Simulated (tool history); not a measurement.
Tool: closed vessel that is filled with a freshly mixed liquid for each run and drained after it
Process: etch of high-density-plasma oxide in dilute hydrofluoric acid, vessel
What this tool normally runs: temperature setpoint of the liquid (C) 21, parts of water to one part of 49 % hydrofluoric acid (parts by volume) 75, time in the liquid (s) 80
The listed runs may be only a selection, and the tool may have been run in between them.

| run | hour | temperature setpoint of the liquid (C) | parts of water to one part of 49 % hydrofluoric acid (parts by volume) | time in the liquid (s) | read-back film thickness of the high-density-plasma oxide reference wafer, read on the same gauge (nm) | thickness taken off the high-density-plasma oxide on a monitor wafer (Å) |
|---|---|---|---|---|---|---|
| 1 | 0 | 22.5 | 75 | 80 | 120.007 | 47.75 |
| 2 | 8.2 | 22.5 | 75 | 80 | 120.005 | 47.6 |
| 3 | 24.6 | 21 | 75 | 80 | 120.004 | 44.66 |
| 4 | 36.3 | 21 | 75 | 80 | 119.991 | 44.62 |
| 5 | 46 | 21 | 75 | 80 | 120.005 | 44.45 |
| 6 | 56.8 | 21 | 75 | 90 | 120 | 50.07 |
| 7 | 67.7 | 21 | 75 | 90 | 120.002 | 50.1 |
| 8 | 81.6 | 17.5 | 75 | 90 | 119.971 | 43.17 |
| 9 | 88.7 | 17.5 | 75 | 90 | 119.976 | 43.12 |
| 10 | 140.5 | 17.5 | 75 | 90 | 119.998 | 43.18 |
| 11 | 156.6 | 21 | 75 | 80 | 120.029 | 44.41 |
| 12 | 174 | 21 | 75 | 90 | 120.014 | 57.27 |
| 13 | 180.6 | 24 | 75 | 55 | 119.999 | 39.51 |
| 14 | 219.5 | 21 | 75 | 80 | 119.989 | 50.42 |
| 15 | 226.6 | 21 | 95 | 125 | 119.989 | 60.56 |
| 16 | 244.4 | 23.5 | 50 | 30 | 120.021 | 32.21 |
| 17 | 253.2 | 21 | 105 | 55 | 120.023 | 23.85 |
| 18 | 271.1 | 21 | 75 | 80 | 119.99 | 50.27 |
| 19 | 284 | 24 | 65 | 100 | 119.992 | 82.83 |
| 20 | 293.5 | 24.5 | 105 | 95 | 120.002 | 47.4 |
| 21 | 300.6 | 26 | 95 | 80 | 120.027 | 47.34 |
| 22 | 313.4 | 23 | 65 | 105 | 120.006 | 83.45 |

The log once held 3 entries between its listed runs, left out of this copy. Where does each go, and what is different about the tool's unlogged condition between the listed run before it and the listed run after it?
In the gap between runs 11 and 12: hydrofluoric acid flow meter replaced (hour 157.9); thermometer replaced (hour 169.3)
  hydrofluoric acid flow below the setpoint (%): 14.4 -> 3.35
  what was measured, less what the result would be without the hidden state, thickness taken off the high-density-plasma oxide on a monitor wafer (Å): -8.22 -> -2.17
In the gap between runs 13 and 14: gauge calibrated (hour 195.7)
  hydrofluoric acid flow below the setpoint (%): 3.39 -> 3.58
  what was measured, less what the result would be without the hidden state, thickness taken off the high-density-plasma oxide on a monitor wafer (Å): -1.52 -> -2.04
